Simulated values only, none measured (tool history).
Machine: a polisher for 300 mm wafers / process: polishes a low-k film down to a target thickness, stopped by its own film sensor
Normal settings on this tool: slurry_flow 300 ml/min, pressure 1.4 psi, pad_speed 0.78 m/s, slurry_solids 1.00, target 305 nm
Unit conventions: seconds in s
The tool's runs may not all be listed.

| run | hour | slurry_flow | pressure | pad_speed | slurry_solids | target | wafers since the last listed run | wafers polished on this pad | hours since the slurry nozzle was cleaned | hours since the head pressure was calibrated | hours since the slurry blender was calibrated | hours since the conditioning disc was replaced | incoming thickness of the incoming film, nm | seconds |
|---|---|---|---|---|---|---|---|---|---|---|---|---|---|---|
| 1 | 0.0 | 300 | 1.4 | 0.78 | 1.00 | 305 | 0 | 995 | 254.1 | 7.8 | 167.7 | 127.3 | 341.3 | 220.3 |
|  | 11.0 | worn pad replaced by a new one |
| 2 | 33.4 | 300 | 1.4 | 0.78 | 1.00 | 305 | 219 | 167 | 287.5 | 41.2 | 201.1 | 160.7 | 339.8 | 210.8 |
| 3 | 66.6 | 300 | 1.4 | 0.78 | 1.00 | 305 | 247 | 414 | 320.7 | 74.4 | 234.3 | 193.9 | 339.9 | 212.3 |
| 4 | 79.6 | 215 | 1.4 | 0.78 | 1.00 | 305 | 96 | 511 | 333.7 | 87.4 | 247.3 | 206.9 | 338.4 | 217.9 |
|  | 101.8 | conditioning disc replaced and pad reconditioned |
| 5 | 111.2 | 300 | 1.4 | 0.78 | 1.00 | 305 | 220 | 732 | 365.3 | 119.0 | 278.9 | 9.4 | 338.9 | 191.4 |
|  | 148.2 | slurry blender recalibrated |
|  | 148.8 | worn pad replaced by a new one |
| 6 | 149.3 | 300 | 1.4 | 0.78 | 1.00 | 305 | 264 | 3 | 403.4 | 157.1 | 1.1 | 47.5 | 336.6 | 182.8 |
| 7 | 159.7 | 300 | 1.4 | 0.78 | 1.00 | 305 | 77 | 81 | 413.8 | 167.5 | 11.5 | 57.9 | 343.9 | 219.8 |
| 8 | 192.5 | 300 | 1.4 | 0.78 | 1.00 | 305 | 244 | 325 | 446.6 | 200.3 | 44.3 | 90.7 | 343.8 | 229.7 |
| 9 | 238.6 | 300 | 1.4 | 0.78 | 1.00 | 305 | 343 | 669 | 492.7 | 246.4 | 90.4 | 136.8 | 337.5 | 196.1 |
| 10 | 255.2 | 300 | 1.4 | 0.78 | 1.00 | 305 | 123 | 793 | 509.3 | 263.0 | 107.0 | 153.4 | 338.8 | 205.8 |
| 11 | 286.4 | 300 | 1.6 | 0.78 | 1.00 | 305 | 232 | 1026 | 540.5 | 294.2 | 138.2 | 184.6 | 338.4 | 194.1 |
|  | 306.4 | worn pad replaced by a new one |
| 12 | 313.8 | 215 | 1.9 | 0.54 | 1.00 | 305 | 174 | 55 | 567.9 | 321.6 | 165.6 | 212.0 | 340.3 | 247.3 |
| 13 | 339.2 | 230 | 1.4 | 0.58 | 1.00 | 299 | 189 | 244 | 593.3 | 347.0 | 191.0 | 237.4 | 340.3 | 331.6 |
|  | 372.3 | conditioning disc replaced and pad reconditioned |
| 14 | 372.8 | 300 | 1.4 | 1.02 | 0.90 | 305 | 235 | 480 | 626.9 | 380.6 | 224.6 | 0.5 | 338.2 | 157.6 |
| 15 | 402.4 | 345 | 1.4 | 0.78 | 0.75 | 305 | 220 | 701 | 656.5 | 410.2 | 254.2 | 30.1 | 337.8 | 200.0 |
|  | 422.6 | slurry nozzle cleaned |
| 16 | 429.3 | 395 | 1.4 | 0.88 | 1.00 | 305 | 193 | 894 | 6.7 | 437.1 | 281.1 | 57.0 | 343.0 | 193.4 |

What will run 17 give?
|  | 438.7 | worn pad replaced by a new one, of another model than before |
| 17 | 458.4 | 345 | 1.4 | 0.78 | 0.75 | 305 | 187 | 146 | 35.8 | 466.2 | 310.2 | 86.1 | 339.7 | ? |

{"run 17": {"seconds": 221.4}}
With no hidden state in the tool, this same run would have given seconds 207.7 s.

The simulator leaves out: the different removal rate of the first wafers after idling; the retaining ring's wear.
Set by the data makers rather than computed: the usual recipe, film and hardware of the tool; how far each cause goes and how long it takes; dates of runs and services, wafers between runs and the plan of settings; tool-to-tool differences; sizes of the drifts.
